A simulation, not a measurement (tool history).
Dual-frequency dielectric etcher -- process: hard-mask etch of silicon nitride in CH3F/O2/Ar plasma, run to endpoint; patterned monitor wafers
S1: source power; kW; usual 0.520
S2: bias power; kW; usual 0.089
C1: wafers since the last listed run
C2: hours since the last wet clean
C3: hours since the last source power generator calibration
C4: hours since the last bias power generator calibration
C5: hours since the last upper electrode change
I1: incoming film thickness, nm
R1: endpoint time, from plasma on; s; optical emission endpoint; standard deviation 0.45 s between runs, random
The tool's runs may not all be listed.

Run 1, day 0.000: usual settings; C1 0; C2 464.8; C3 2389.8; C4 5142.1; C5 4024.7; I1 48.75. Result: R1 56.0 s.
At day 4.654: wet clean of the chamber.
Run 2, day 8.350: usual settings but S1 0.580 kW; C1 1317; C2 88.7; C3 2590.2; C4 5342.5; C5 4225.1; I1 48.58. Result: R1 52.0 s.
Run 3, day 10.179: usual settings but S1 0.590 kW; C1 327; C2 132.6; C3 2634.1; C4 5386.4; C5 4269.0; I1 48.72. Result: R1 52.3 s.
Run 4, day 12.550: usual settings but S1 0.590 kW; C1 424; C2 189.5; C3 2691.0; C4 5443.3; C5 4325.9; I1 48.93. Result: R1 52.7 s.
At day 13.533: bias power generator calibrated.
Run 5, day 14.529: usual settings but S1 0.590 kW; C1 324; C2 237.0; C3 2738.5; C4 23.9; C5 4373.4; I1 48.40. Result: R1 52.1 s.
Run 6, day 16.700: usual settings; C1 389; C2 289.1; C3 2790.6; C4 76.0; C5 4425.5; I1 48.39. Result: R1 54.0 s.
Run 7, day 19.504: usual settings but S2 0.084 kW; C1 502; C2 356.4; C3 2857.9; C4 143.3; C5 4492.8; I1 48.72. Result: R1 55.5 s.
At day 20.600: upper electrode replaced.
Run 8, day 21.604: usual settings but S2 0.084 kW; C1 197; C2 406.8; C3 2908.3; C4 193.7; C5 24.1; I1 49.47. Result: R1 56.8 s.
Run 9, day 23.117: usual settings but S2 0.084 kW; C1 271; C2 443.1; C3 2944.6; C4 230.0; C5 60.4; I1 49.11. Result: R1 56.1 s.
Run 10, day 25.300: usual settings; C1 391; C2 495.5; C3 2997.0; C4 282.4; C5 112.8; I1 49.29. Result: R1 56.4 s.
Run 11, day 26.450: usual settings but S1 0.580 kW, S2 0.096 kW; C1 206; C2 523.1; C3 3024.6; C4 310.0; C5 140.4; I1 48.90. Result: R1 53.0 s.
At day 29.621: wet clean of the chamber.
Run 12, day 29.642: usual settings but S2 0.070 kW; C1 392; C2 0.5; C3 3101.2; C4 386.6; C5 217.0; I1 49.15. Result: R1 55.5 s.
Run 13, day 30.750: usual settings but S1 0.590 kW; C1 198; C2 27.1; C3 3127.8; C4 413.2; C5 243.6; I1 48.65. Result: R1 51.8 s.
Run 14, day 32.296: usual settings but S1 0.440 kW, S2 0.102 kW; C1 277; C2 64.2; C3 3164.9; C4 450.3; C5 280.7; I1 48.80. Result: R1 54.1 s.
Run 15, day 33.975: usual settings; C1 300; C2 104.5; C3 3205.2; C4 490.6; C5 321.0; I1 48.80. Result: R1 53.8 s.
At day 34.388: source power generator calibrated.
Run 16, day 35.688: usual settings; C1 277; C2 145.6; C3 31.2; C4 531.7; C5 362.1; I1 49.31. Result: R1 54.4 s.
Run 17, day 36.812: usual settings; C1 201; C2 172.6; C3 58.2; C4 558.7; C5 389.1; I1 49.31. Result: R1 55.5 s.
Run 18, day 38.375: usual settings but S1 0.430 kW, S2 0.101 kW; C1 280; C2 210.1; C3 95.7; C4 596.2; C5 426.6; I1 48.80. Result: R1 55.6 s.
Run 19, day 40.358: usual settings but S1 0.470 kW; C1 355; C2 257.7; C3 143.3; C4 643.8; C5 474.2; I1 48.63. Result: R1 55.5 s.
Run 20, day 41.879: usual settings but S1 0.390 kW; C1 272; C2 294.2; C3 179.8; C4 680.3; C5 510.7; I1 48.36. Result: R1 57.8 s.
Run 21, day 43.996: usual settings but S1 0.650 kW, S2 0.068 kW; C1 379; C2 345.0; C3 230.6; C4 731.1; C5 561.5; I1 49.50. Result: R1 54.5 s.

Below are 5 alternative next runs, each starting from the tool's condition after run 21. Predict each:
Run A, day 44.012: usual settings; C1 2; C2 345.4; C3 231.0; C4 731.5; C5 561.9; I1 48.96. Result: R1 ?.
Run B, day 44.012: usual settings but S1 0.620 kW, S2 0.106 kW; C1 2; C2 345.4; C3 231.0; C4 731.5; C5 561.9; I1 48.96. Result: R1 ?.
Run C, day 44.012: usual settings but S1 0.650 kW, S2 0.075 kW; C1 2; C2 345.4; C3 231.0; C4 731.5; C5 561.9; I1 48.96. Result: R1 ?.
Run D, day 44.012: usual settings but S1 0.620 kW; C1 2; C2 345.4; C3 231.0; C4 731.5; C5 561.9; I1 48.96. Result: R1 ?.
Run E, day 44.012: usual settings but S2 0.100 kW; C1 2; C2 345.4; C3 231.0; C4 731.5; C5 561.9; I1 48.96. Result: R1 ?.

run    R1
  A  55.4
  B  51.0
  C  53.8
  D  52.8
  E  54.1
The same runs, with their run-to-run variation unchanged, on a tool lacking any hidden condition would have given:
run    R1
  A  53.4
  B  49.1
  C  51.9
  D  50.9
  E  52.2

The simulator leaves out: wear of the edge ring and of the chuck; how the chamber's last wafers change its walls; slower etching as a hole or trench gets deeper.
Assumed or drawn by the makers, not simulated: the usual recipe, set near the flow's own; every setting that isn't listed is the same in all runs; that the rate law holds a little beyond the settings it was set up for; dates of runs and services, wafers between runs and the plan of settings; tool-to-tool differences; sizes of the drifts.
